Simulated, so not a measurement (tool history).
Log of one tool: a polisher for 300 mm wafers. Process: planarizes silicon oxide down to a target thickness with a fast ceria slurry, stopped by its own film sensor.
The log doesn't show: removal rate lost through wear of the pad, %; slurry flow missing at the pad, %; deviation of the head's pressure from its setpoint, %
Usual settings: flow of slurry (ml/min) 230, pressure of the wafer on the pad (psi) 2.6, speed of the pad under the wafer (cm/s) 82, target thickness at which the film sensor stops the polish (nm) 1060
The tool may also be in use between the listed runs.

run	day	flow of slurry (ml/min)	pressure of the wafer on the pad (psi)	speed of the pad under the wafer (cm/s)	target thickness at which the film sensor stops the polish (nm)	wafers since the last listed run	wafers polished on this pad	hours since the slurry nozzle was cleaned	hours since the head pressure was calibrated	incoming thickness of the incoming film, nm	time until the film sensor stopped the polish (s)
1	0.000	185	2.6	82	1060	0	7195	96.2	267.6	1666.6	59.7
2	2.246	230	2.6	82	1060	651	7846	150.1	321.5	1665.8	58.1
3	6.242	230	2.6	82	1060	1159	9005	246.0	417.4	1699.7	62.6
# day 6.708: worn pad replaced by a new one
4	10.067	230	2.6	82	1060	1061	973	337.8	509.2	1685.1	56.7
5	12.667	230	2.6	82	1060	754	1728	400.2	571.6	1718.4	60.1
6	15.308	230	2.6	82	1060	766	2494	463.6	635.0	1695.9	59.2
7	18.408	230	2.6	82	1060	899	3393	538.0	709.4	1678.6	56.3
# day 25.588: slurry nozzle cleaned
# day 26.767: head pressure recalibrated
8	31.046	230	2.6	82	1060	3629	7023	131.0	102.7	1676.8	59.7
9	34.896	230	2.6	82	1156	1116	8140	223.4	195.1	1665.0	49.7
# day 38.058: worn pad replaced by a new one
10	39.242	230	2.6	82	1156	1212	342	327.7	299.4	1683.6	47.2
11	42.671	230	2.6	82	1060	994	1337	410.0	381.7	1701.2	58.8
12	45.958	230	3.1	82	1108	953	2291	488.9	460.6	1658.0	42.3
13	48.962	230	3.1	82	1108	871	3162	561.0	532.7	1688.9	45.0
14	52.412	250	2.6	82	1060	1000	4163	643.8	615.5	1694.2	56.7
15	54.025	250	2.6	82	1060	467	4631	682.5	654.2	1684.5	57.3
16	58.229	250	2.6	82	1060	1219	5850	783.4	755.1	1685.2	58.6
# day 59.012: slurry nozzle cleaned
17	61.721	230	3.1	82	1108	1000	6851	65.0	838.9	1697.2	47.4
# day 64.212: worn pad replaced by a new one
18	64.400	230	2.6	82	1060	728	54	129.3	903.2	1690.7	56.8
19	68.142	160	3.5	94	1214	1085	1139	219.1	993.0	1678.7	29.8
20	71.808	230	2.6	82	1237	1063	2203	307.1	1081.0	1701.8	43.5
# day 74.783: head pressure recalibrated
21	74.804	230	2.6	82	1060	844	3048	379.0	0.5	1678.0	58.1
22	78.154	205	3.2	90	1060	971	4019	459.4	80.9	1680.6	45.1
23	80.462	300	2.6	90	1060	669	4689	514.8	136.3	1697.3	54.1
24	82.021	230	2.6	82	1060	452	5141	552.2	173.7	1659.3	56.0
25	85.971	230	3.1	82	1108	1145	6287	647.0	268.5	1663.8	44.9
26	87.662	200	2.6	68	898	490	6777	687.6	309.1	1696.5	88.8
27	89.642	230	2.6	82	1060	574	7352	735.1	356.6	1692.2	61.9
28	91.733	195	2.2	90	1269	606	7958	785.3	406.8	1728.9	50.5
# day 93.371: slurry nozzle cleaned
29	95.371	190	2.6	68	1060	1043	9001	48.0	494.1	1708.7	78.0
# day 97.196: worn pad replaced by a new one
30	97.958	230	1.7	82	854	702	220	110.1	556.2	1712.3	117.4
31	101.762	230	2.6	82	1060	1103	1324	201.4	647.5	1692.8	57.5
32	104.962	280	2.9	82	934	928	2252	278.2	724.3	1690.1	60.9
33	107.446	305	3.0	96	1219	720	2972	337.8	783.9	1652.5	28.9
34	110.733	230	2.6	82	1060	953	3926	416.7	862.8	1711.2	62.1
# day 116.567: head pressure recalibrated
35	123.221	230	2.9	98	1270	3598	7524	716.4	159.7	1684.0	31.1
36	125.950	275	3.5	94	1260	791	8316	781.9	225.2	1698.6	27.7
# day 126.667: worn pad replaced by a new one
# day 126.829: slurry nozzle cleaned
37	129.683	230	2.3	110	1060	1022	862	68.5	314.8	1680.0	49.5

3 ways to go on from here, each from the tool as it stands after run 37. What would each give?
A	129.700	230	2.6	82	1060	4	867	68.9	315.2	1695.1	?
B	129.700	160	3.0	60	1174	4	867	68.9	315.2	1695.1	?
C	129.700	230	2.6	74	1060	4	867	68.9	315.2	1695.1	?

run	time until the film sensor stopped the polish (s)
A	56.6
B	54.2
C	61.4
Without the tool's hidden state the same runs would have given:
run	time until the film sensor stopped the polish (s)
A	56.2
B	53.7
C	60.9
